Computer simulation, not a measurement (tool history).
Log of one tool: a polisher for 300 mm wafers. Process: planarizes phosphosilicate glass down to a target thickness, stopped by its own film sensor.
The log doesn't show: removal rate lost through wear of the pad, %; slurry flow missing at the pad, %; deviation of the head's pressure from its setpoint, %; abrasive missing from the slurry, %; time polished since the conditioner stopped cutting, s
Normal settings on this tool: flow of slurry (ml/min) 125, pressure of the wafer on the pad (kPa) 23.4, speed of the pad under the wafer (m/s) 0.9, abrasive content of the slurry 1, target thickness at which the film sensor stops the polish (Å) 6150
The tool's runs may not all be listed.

run,hour,flow of slurry (ml/min),pressure of the wafer on the pad (kPa),speed of the pad under the wafer (m/s),abrasive content of the slurry,target thickness at which the film sensor stops the polish (Å),wafers since the last listed run,wafers polished on this pad,hours since the slurry nozzle was cleaned,hours since the head pressure was calibrated,hours since the slurry blender was calibrated,hours since the conditioning disc was replaced,"incoming thickness of the incoming film, nm",time until the film sensor stopped the polish (s)
1,0,125,23.4,0.9,1,6150,0,5544,669.7,336.1,351.5,585.2,1060.9,49.7
# hour 15.9: slurry nozzle cleaned
2,76.1,125,23.4,0.9,1,6150,722,6267,60.2,412.2,427.6,661.3,1051,46.8
# hour 83.2: conditioning disc replaced and pad reconditioned
3,165.5,125,23.4,0.9,1,7280,840,7108,149.6,501.6,517,82.3,1038.9,34.3
# hour 202.4: worn pad replaced by a new one
4,253.3,125,26.2,0.8,1,6150,806,489,237.4,589.4,604.8,170.1,1069.8,51.1
5,306.7,125,23.4,0.9,1,6150,513,1003,290.8,642.8,658.2,223.5,1057.5,49.2
# hour 442.9: slurry blender recalibrated
6,594.1,125,23.4,0.9,1,6150,2746,3749,578.2,930.2,151.2,510.9,1060.6,47.8
# hour 635: slurry nozzle cleaned
7,686,125,23.4,0.62,1.25,7620,874,4624,51,1022.1,243.1,602.8,1067.8,42.5
# hour 709.6: conditioning disc replaced and pad reconditioned
8,755.4,125,23.4,0.9,1,6150,648,5272,120.4,1091.5,312.5,45.8,1037.4,46.3
9,795.9,125,27.6,0.72,1,6150,389,5662,160.9,1132,353,86.3,1050.6,49.7
# hour 859.3: worn pad replaced by a new one
10,877.6,165,23.4,1.04,1,6150,747,176,242.6,1213.7,434.7,168,1050.9,41.4
11,930.4,85,17.9,0.9,1,5060,508,684,295.4,1266.5,487.5,220.8,1061.9,78.6
# hour 1025.1: head pressure recalibrated
12,1036,125,23.4,0.9,0.8,5180,996,1681,401,10.9,593.1,326.4,1074.2,67.7
13,1086.1,125,23.4,0.9,1.1,6150,482,2163,451.1,61,643.2,376.5,1029.2,46.9

Estimate the outcome of run 14 from the log above:
14,1167.4,125,27.6,0.9,1.15,4790,782,2945,532.4,142.3,724.5,457.8,1045.4,?

time until the film sensor stopped the polish (s): 54.3
With the hidden condition absent and the run-to-run variation left alone, this run would have shown time until the film sensor stopped the polish (s) 55.6.
